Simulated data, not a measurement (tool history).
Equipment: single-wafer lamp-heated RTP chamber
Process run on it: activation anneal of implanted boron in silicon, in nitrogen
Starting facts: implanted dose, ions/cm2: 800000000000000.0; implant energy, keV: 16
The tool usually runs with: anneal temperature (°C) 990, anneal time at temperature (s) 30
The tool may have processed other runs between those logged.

run	hour	anneal temperature (°C)	anneal time at temperature (s)	wafers since the last listed run	wafers since the last pyrometer calibration	wafers since the reflector plate was cleaned	hours since the gauge calibration	read-back reference wafer on the same gauge, sheet resistance	sheet resistance of the implanted and annealed layer (ohm/square)
1	0.0	990	30	0	3855	2606	108.9	127.97	151.25
2	28.1	990	30	522	4377	3128	137.0	127.92	150.38
3	85.9	981	20	1073	5451	4202	194.8	128.00	156.73
# hour 99.6: reflector plate cleaned
# hour 104.2: pyrometer window cleaned and pyrometer calibrated
4	143.0	981	20	825	720	720	251.9	128.11	159.09
5	192.3	981	20	915	1635	1635	301.2	128.17	158.40
6	258.4	971	37	1228	2864	2864	367.3	128.06	160.64
# hour 283.1: reflector plate cleaned
7	318.2	971	37	962	3826	651	427.1	127.83	161.85
# hour 332.0: gauge calibrated
8	369.3	973	13	949	4775	1600	37.3	128.15	169.26
9	401.4	990	16	596	5372	2197	69.4	128.06	154.69
# hour 418.5: pyrometer window cleaned and pyrometer calibrated
10	426.7	1008	40	321	152	2518	94.7	127.95	146.45
11	457.4	967	22	570	722	3088	125.4	127.99	170.44
# hour 504.1: reflector plate cleaned
12	507.7	990	30	785	1508	67	175.7	127.96	152.52
13	575.5	968	41	1259	2768	1326	243.5	128.06	162.45
14	607.7	1017	22	598	3366	1925	275.7	127.94	146.38

Below are 4 alternative next runs, each starting from the tool's condition after run 14. Predict each:
A	608.1	990	30	7	3373	1932	276.1	?	?
B	608.1	1012	30	7	3373	1932	276.1	?	?
C	608.1	1015	30	7	3373	1932	276.1	?	?
D	608.1	998	18	7	3373	1932	276.1	?	?

run	read-back reference wafer on the same gauge, sheet resistance	sheet resistance of the implanted and annealed layer (ohm/square)
A	127.96	152.99
B	127.96	147.57
C	127.96	147.16
D	127.96	152.04
Take away the tool's hidden state, keep each run's random variation, and the runs would have read:
run	sheet resistance of the implanted and annealed layer (ohm/square)
A	152.99
B	147.57
C	147.16
D	152.04
